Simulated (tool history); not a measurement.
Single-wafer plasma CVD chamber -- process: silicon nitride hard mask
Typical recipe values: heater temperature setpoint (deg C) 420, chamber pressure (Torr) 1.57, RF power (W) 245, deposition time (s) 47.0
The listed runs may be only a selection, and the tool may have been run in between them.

| run | hour | heater temperature setpoint (deg C) | chamber pressure (Torr) | RF power (W) | deposition time (s) | read-back reference wafer on the same gauge, thickness_nm | mean film thickness on the monitor wafer (Å) |
|---|---|---|---|---|---|---|---|
| 1 | 0.0 | 420 | 1.57 | 245 | 52.8 | 45.991 | 511.32 |
|  | 8.1 | capacitance manometer re-zeroed and calibrated |
| 2 | 21.3 | 420 | 1.57 | 245 | 47.0 | 45.990 | 447.86 |
| 3 | 54.5 | 420 | 1.57 | 245 | 47.0 | 45.981 | 448.08 |
| 4 | 72.6 | 420 | 1.57 | 245 | 47.0 | 46.010 | 449.14 |
| 5 | 95.4 | 420 | 1.57 | 245 | 47.0 | 46.009 | 448.22 |
| 6 | 120.3 | 420 | 1.57 | 245 | 47.0 | 45.986 | 450.07 |
| 7 | 134.3 | 410 | 1.57 | 245 | 47.0 | 45.991 | 450.67 |
| 8 | 152.5 | 410 | 1.57 | 245 | 47.0 | 45.998 | 452.03 |
| 9 | 166.7 | 420 | 1.38 | 245 | 47.0 | 45.990 | 437.19 |
|  | 187.0 | RF generator calibrated |
| 10 | 197.1 | 433 | 1.57 | 245 | 39.5 | 45.997 | 384.37 |
| 11 | 217.1 | 420 | 1.57 | 245 | 47.0 | 45.969 | 457.09 |
| 12 | 236.5 | 420 | 1.57 | 245 | 47.0 | 46.005 | 457.36 |
| 13 | 265.1 | 420 | 1.72 | 245 | 47.0 | 46.017 | 468.21 |
|  | 268.1 | gauge calibrated |
| 14 | 300.3 | 420 | 1.44 | 285 | 44.1 | 46.025 | 458.47 |
| 15 | 335.0 | 420 | 1.57 | 245 | 47.0 | 46.040 | 457.76 |
| 16 | 349.1 | 408 | 1.21 | 225 | 52.4 | 46.007 | 463.24 |
| 17 | 430.2 | 411 | 1.87 | 245 | 38.1 | 45.999 | 386.17 |
| 18 | 457.6 | 431 | 1.57 | 245 | 50.7 | 46.023 | 489.86 |
|  | 472.3 | thermocouple changed; heater temperature recalibrated |
| 19 | 473.8 | 420 | 1.90 | 245 | 47.0 | 46.019 | 475.17 |
| 20 | 494.7 | 420 | 1.38 | 245 | 41.0 | 46.020 | 388.18 |
| 21 | 516.1 | 420 | 1.57 | 245 | 47.0 | 46.025 | 456.61 |

Run 22 is up next; what results do you expect?
| 22 | 537.2 | 407 | 1.57 | 245 | 54.9 | ? | ? |

{"run 22": {"read-back reference wafer on the same gauge, thickness_nm": 45.985, "mean film thickness on the monitor wafer (Å)": 534.64}}
The same run, on a tool lacking any hidden state, would have yielded mean film thickness on the monitor wafer (Å) 536.68.
